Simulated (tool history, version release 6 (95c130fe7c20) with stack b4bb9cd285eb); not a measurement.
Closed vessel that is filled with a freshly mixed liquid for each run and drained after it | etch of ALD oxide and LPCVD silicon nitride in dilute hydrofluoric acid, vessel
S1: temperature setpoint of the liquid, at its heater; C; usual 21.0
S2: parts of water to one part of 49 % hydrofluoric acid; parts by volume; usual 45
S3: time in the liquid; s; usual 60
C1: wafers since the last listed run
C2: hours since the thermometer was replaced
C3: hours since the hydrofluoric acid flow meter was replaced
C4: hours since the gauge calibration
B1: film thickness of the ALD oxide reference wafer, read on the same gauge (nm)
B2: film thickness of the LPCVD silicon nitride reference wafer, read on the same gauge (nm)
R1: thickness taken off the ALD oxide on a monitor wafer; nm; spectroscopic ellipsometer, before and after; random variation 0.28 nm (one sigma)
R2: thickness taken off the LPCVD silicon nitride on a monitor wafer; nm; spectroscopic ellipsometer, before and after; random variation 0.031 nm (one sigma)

run	hour	S1	S2	S3	C1	C2	C3	C4	B1	B2	R1	R2
1	0.0	21.0	30	60	0	1099.0	215.4	839.8	58.05	116.046	44.74	0.772
2	21.6	21.0	30	60	3058	1120.6	237.0	861.4	57.98	115.984	44.95	0.752
3	48.2	21.0	45	60	3765	1147.2	263.6	888.0	57.93	115.799	29.30	0.521
4	72.1	25.5	35	60	3383	1171.1	287.5	911.9	57.86	115.732	45.78	0.777
5	85.0	23.5	60	75	1826	1184.0	300.4	924.8	57.85	115.665	29.89	0.555
6	98.3	21.0	45	30	1882	1197.3	313.7	938.1	57.79	115.608	14.48	0.267
7	131.5	24.5	45	85	4700	1230.5	346.9	971.3	57.69	115.445	47.32	0.932
8	154.2	24.0	45	30	3213	1253.2	369.6	994.0	57.64	115.346	16.62	0.299
9	169.6	18.0	35	70	2180	1268.6	385.0	1009.4	57.65	115.250	38.55	0.572
# hour 173.5: gauge calibrated
# hour 246.1: thermometer replaced
10	257.5	21.0	55	60	12303	11.4	472.9	84.0	60.13	120.297	24.68	0.384
11	289.8	21.0	45	40	4572	43.7	505.2	116.3	60.08	120.182	20.14	0.361
12	305.0	21.0	45	60	2151	58.9	520.4	131.5	60.04	120.057	30.57	0.488
13	334.1	22.5	60	85	4119	88.0	549.5	160.6	59.99	119.925	33.79	0.696
14	360.7	21.0	45	70	3765	114.6	576.1	187.2	59.94	119.823	35.00	0.616
15	376.4	19.0	30	95	2222	130.3	591.8	202.9	59.86	119.744	66.96	1.014
16	448.2	21.0	60	60	10165	202.1	663.6	274.7	59.72	119.397	22.53	0.451
17	474.9	18.0	45	60	3780	228.8	690.3	301.4	59.64	119.289	26.15	0.428
18	499.4	24.5	45	50	3468	253.3	714.8	325.9	59.61	119.145	28.92	0.594
19	530.6	21.0	45	60	4417	284.5	746.0	357.1	59.50	119.023	30.44	0.547
20	543.1	21.0	45	60	1769	297.0	758.5	369.6	59.47	118.928	29.68	0.534
21	559.0	22.5	45	60	2251	312.9	774.4	385.5	59.43	118.894	31.41	0.561
22	587.7	21.0	65	60	4063	341.6	803.1	414.2	59.36	118.717	20.40	0.329
23	648.3	21.0	45	60	8579	402.2	863.7	474.8	59.23	118.455	30.02	0.549
24	674.8	21.0	45	90	3751	428.7	890.2	501.3	59.17	118.308	45.39	0.817
25	687.3	18.0	55	60	1769	441.2	902.7	513.8	59.13	118.293	21.09	0.318

Forecast each of these 5 alternatives for the next run:
A	688.0	21.0	50	60	99	441.9	903.4	514.5	?	?	?	?
B	688.0	24.0	50	60	99	441.9	903.4	514.5	?	?	?	?
C	688.0	24.0	30	50	99	441.9	903.4	514.5	?	?	?	?
D	688.0	25.0	45	60	99	441.9	903.4	514.5	?	?	?	?
E	688.0	18.5	45	60	99	441.9	903.4	514.5	?	?	?	?

run	B1	B2	R1	R2
A	59.12	118.209	26.54	0.471
B	59.12	118.209	30.07	0.578
C	59.12	118.209	42.90	0.792
D	59.12	118.209	35.05	0.685
E	59.12	118.209	26.67	0.438
Without the tool's hidden state the same runs would have given:
run	R1	R2
A	26.93	0.478
B	30.52	0.587
C	43.53	0.804
D	35.57	0.696
E	27.06	0.445
